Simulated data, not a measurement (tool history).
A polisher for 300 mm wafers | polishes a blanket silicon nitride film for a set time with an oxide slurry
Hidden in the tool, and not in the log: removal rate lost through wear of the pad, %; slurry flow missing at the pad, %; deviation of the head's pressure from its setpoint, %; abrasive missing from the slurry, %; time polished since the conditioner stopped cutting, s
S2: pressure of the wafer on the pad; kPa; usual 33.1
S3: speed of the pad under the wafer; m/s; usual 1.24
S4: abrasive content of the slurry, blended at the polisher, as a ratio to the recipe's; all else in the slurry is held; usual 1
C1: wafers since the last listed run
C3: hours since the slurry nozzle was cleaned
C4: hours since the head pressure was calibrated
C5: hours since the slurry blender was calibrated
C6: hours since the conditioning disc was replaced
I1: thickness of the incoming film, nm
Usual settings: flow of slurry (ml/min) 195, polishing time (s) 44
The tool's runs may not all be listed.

Run 1, hour 0: usual settings; C1 0; wafers polished on this pad 912; C3 431.2; C4 552.5; C5 79.4; C6 161.3; I1 559.9. Result: film removed (Å) 325.
At hour 6.9: worn pad replaced by a new one.
Run 2, hour 14: usual settings; C1 80; wafers polished on this pad 57; C3 445.2; C4 566.5; C5 93.4; C6 175.3; I1 560.9. Result: film removed (Å) 326.
Run 3, hour 20.7: usual settings; C1 53; wafers polished on this pad 111; C3 451.9; C4 573.2; C5 100.1; C6 182; I1 563.9. Result: film removed (Å) 324.
Run 4, hour 29.2: usual settings; C1 68; wafers polished on this pad 179; C3 460.4; C4 581.7; C5 108.6; C6 190.5; I1 569.4. Result: film removed (Å) 324.
Run 5, hour 46.5: usual settings; C1 138; wafers polished on this pad 318; C3 477.7; C4 599; C5 125.9; C6 207.8; I1 555.4. Result: film removed (Å) 324.
Run 6, hour 60.7: usual settings; C1 113; wafers polished on this pad 432; C3 491.9; C4 613.2; C5 140.1; C6 222; I1 565.1. Result: film removed (Å) 329.
Run 7, hour 101.4: usual settings; C1 326; wafers polished on this pad 758; C3 532.6; C4 653.9; C5 180.8; C6 262.7; I1 561.4. Result: film removed (Å) 327.
At hour 114.4: worn pad replaced by a new one, of another model than before.
Run 8, hour 114.9: usual settings; C1 76; wafers polished on this pad 3; C3 546.1; C4 667.4; C5 194.3; C6 276.2; I1 560.1. Result: film removed (Å) 344.
Run 9, hour 123.2: usual settings; C1 66; wafers polished on this pad 70; C3 554.4; C4 675.7; C5 202.6; C6 284.5; I1 557.4. Result: film removed (Å) 339.
At hour 137.8: slurry nozzle cleaned.
Run 10, hour 138.3: usual settings but polishing time (s) 51; C1 113; wafers polished on this pad 183; C3 0.5; C4 690.8; C5 217.7; C6 299.6; I1 558.1. Result: film removed (Å) 394.
At hour 150.2: slurry blender recalibrated.
Run 11, hour 150.7: usual settings but S4 0.75; C1 83; wafers polished on this pad 266; C3 12.9; C4 703.2; C5 0.5; C6 312; I1 553.4. Result: film removed (Å) 300.
At hour 154.1: head pressure recalibrated.
Run 12, hour 155.2: usual settings; C1 20; wafers polished on this pad 287; C3 17.4; C4 1.1; C5 5; C6 316.5; I1 569.5. Result: film removed (Å) 365.
Run 13, hour 171: usual settings; C1 126; wafers polished on this pad 413; C3 33.2; C4 16.9; C5 20.8; C6 332.3; I1 561.1. Result: film removed (Å) 366.
Run 14, hour 184.8: usual settings but S4 0.9; C1 110; wafers polished on this pad 524; C3 47; C4 30.7; C5 34.6; C6 346.1; I1 553.2. Result: film removed (Å) 349.
Run 15, hour 191.7: usual settings but S3 1.08 m/s, S4 1.2; C1 55; wafers polished on this pad 579; C3 53.9; C4 37.6; C5 41.5; C6 353; I1 566.3. Result: film removed (Å) 368.
Run 16, hour 205.4: usual settings but flow of slurry (ml/min) 215; C1 109; wafers polished on this pad 689; C3 67.6; C4 51.3; C5 55.2; C6 366.7; I1 557.6. Result: film removed (Å) 371.
At hour 208.2: conditioning disc replaced and pad reconditioned.
Run 17, hour 213.4: usual settings but flow of slurry (ml/min) 135, S3 0.86 m/s, S4 1.2, polishing time (s) 40; C1 48; wafers polished on this pad 737; C3 75.6; C4 59.3; C5 63.2; C6 5.2; I1 563.6. Result: film removed (Å) 268.
Run 18, hour 230.8: usual settings but flow of slurry (ml/min) 140, S3 1.64 m/s, S4 0.9, polishing time (s) 59; C1 139; wafers polished on this pad 877; C3 93; C4 76.7; C5 80.6; C6 22.6; I1 560.6. Result: film removed (Å) 469.
Run 19, hour 240.5: usual settings but S4 1.2; C1 77; wafers polished on this pad 955; C3 102.7; C4 86.4; C5 90.3; C6 32.3; I1 553.5. Result: film removed (Å) 387.
At hour 247.9: worn pad replaced by a new one.
Run 20, hour 254: usual settings; C1 76; wafers polished on this pad 49; C3 116.2; C4 99.9; C5 103.8; C6 45.8; I1 562.4. Result: film removed (Å) 356.
Run 21, hour 264.8: usual settings but S2 37.9 kPa; C1 86; wafers polished on this pad 135; C3 127; C4 110.7; C5 114.6; C6 56.6; I1 559.5. Result: film removed (Å) 385.

Forecast each of these 4 alternatives for the next run:
Run A, hour 265.2: usual settings; C1 3; wafers polished on this pad 139; C3 127.4; C4 111.1; C5 115; C6 57; I1 562.7. Result: film removed (Å) ?.
Run B, hour 265.2: usual settings but flow of slurry (ml/min) 155, S3 1.06 m/s, S4 1.2; C1 3; wafers polished on this pad 139; C3 127.4; C4 111.1; C5 115; C6 57; I1 562.7. Result: film removed (Å) ?.
Run C, hour 265.2: usual settings but S2 27.6 kPa, S3 0.88 m/s, S4 0.8, polishing time (s) 48; C1 3; wafers polished on this pad 139; C3 127.4; C4 111.1; C5 115; C6 57; I1 562.7. Result: film removed (Å) ?.
Run D, hour 265.2: usual settings but S3 0.82 m/s, polishing time (s) 37; C1 3; wafers polished on this pad 139; C3 127.4; C4 111.1; C5 115; C6 57; I1 562.7. Result: film removed (Å) ?.

run  film removed (Å)
  A               358
  B               337
  C               278
  D               254
Without the tool's hidden state the same runs would have given:
run  film removed (Å)
  A               367
  B               345
  C               285
  D               260

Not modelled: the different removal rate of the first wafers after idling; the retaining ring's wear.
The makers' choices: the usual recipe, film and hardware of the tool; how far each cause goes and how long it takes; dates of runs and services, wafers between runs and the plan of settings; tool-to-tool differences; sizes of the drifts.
